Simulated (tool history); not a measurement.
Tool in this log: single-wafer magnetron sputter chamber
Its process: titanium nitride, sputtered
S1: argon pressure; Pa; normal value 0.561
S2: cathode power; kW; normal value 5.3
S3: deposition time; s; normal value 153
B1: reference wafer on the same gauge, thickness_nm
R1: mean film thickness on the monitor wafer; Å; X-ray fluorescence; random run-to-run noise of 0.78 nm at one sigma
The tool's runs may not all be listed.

| run | hour | S1 | S2 | S3 | B1 | R1 |
|---|---|---|---|---|---|---|
| 1 | 0 | 0.5 | 4.45 | 153 | 160.951 | 1277.36 |
| 2 | 51.9 | 0.5 | 4.45 | 153 | 160.926 | 1299.49 |
| 3 | 188.2 | 0.561 | 5.3 | 153 | 161.001 | 1431.05 |
| 4 | 282.2 | 0.561 | 5.3 | 153 | 161.044 | 1454.1 |
|  | 294.7 | sputter target and shields replaced |
| 5 | 342.4 | 0.561 | 5.8 | 137 | 161.103 | 1406.66 |
| 6 | 400.9 | 0.561 | 5.3 | 153 | 160.963 | 1442.92 |
|  | 412.1 | capacitance manometer re-zeroed and calibrated |
| 7 | 500.7 | 0.561 | 5.3 | 153 | 161.068 | 1459.02 |
|  | 575.9 | magnet pack replaced |
| 8 | 579.3 | 0.561 | 5.3 | 153 | 161.09 | 1443.8 |
| 9 | 648 | 0.358 | 4.2 | 164 | 161.209 | 1378.76 |
| 10 | 710.1 | 0.505 | 6.5 | 136 | 161.077 | 1572.22 |
| 11 | 757.4 | 0.693 | 4.7 | 179 | 161.063 | 1465.4 |
|  | 778.7 | gauge calibrated |
| 12 | 834.2 | 0.561 | 5.3 | 153 | 160.894 | 1458.5 |
| 13 | 893.9 | 0.561 | 5.3 | 161 | 161.002 | 1521.66 |
|  | 922.4 | sputter target and shields replaced |
| 14 | 995 | 0.561 | 5.9 | 181 | 160.967 | 1865.79 |
| 15 | 1044.9 | 0.561 | 5.3 | 137 | 160.964 | 1292.06 |
| 16 | 1136.7 | 0.561 | 4.8 | 153 | 160.879 | 1339.61 |
| 17 | 1177.6 | 0.389 | 5.3 | 142 | 160.813 | 1430.19 |

Alternative continuations, all from the tool just after run 17; predict every row:
| A | 1178 | 0.561 | 5.3 | 153 | ? | ? |
| B | 1178 | 0.723 | 4.95 | 126 | ? | ? |
| C | 1178 | 0.69 | 4.35 | 179 | ? | ? |

| run | B1 | R1 |
|---|---|---|
| A | 160.963 | 1444.1 |
| B | 160.963 | 1065.41 |
| C | 160.963 | 1379.49 |
Stripped of hidden state, with their random variation kept, the same runs would have yielded:
| run | R1 |
|---|---|
| A | 1444.1 |
| B | 1065.41 |
| C | 1379.49 |

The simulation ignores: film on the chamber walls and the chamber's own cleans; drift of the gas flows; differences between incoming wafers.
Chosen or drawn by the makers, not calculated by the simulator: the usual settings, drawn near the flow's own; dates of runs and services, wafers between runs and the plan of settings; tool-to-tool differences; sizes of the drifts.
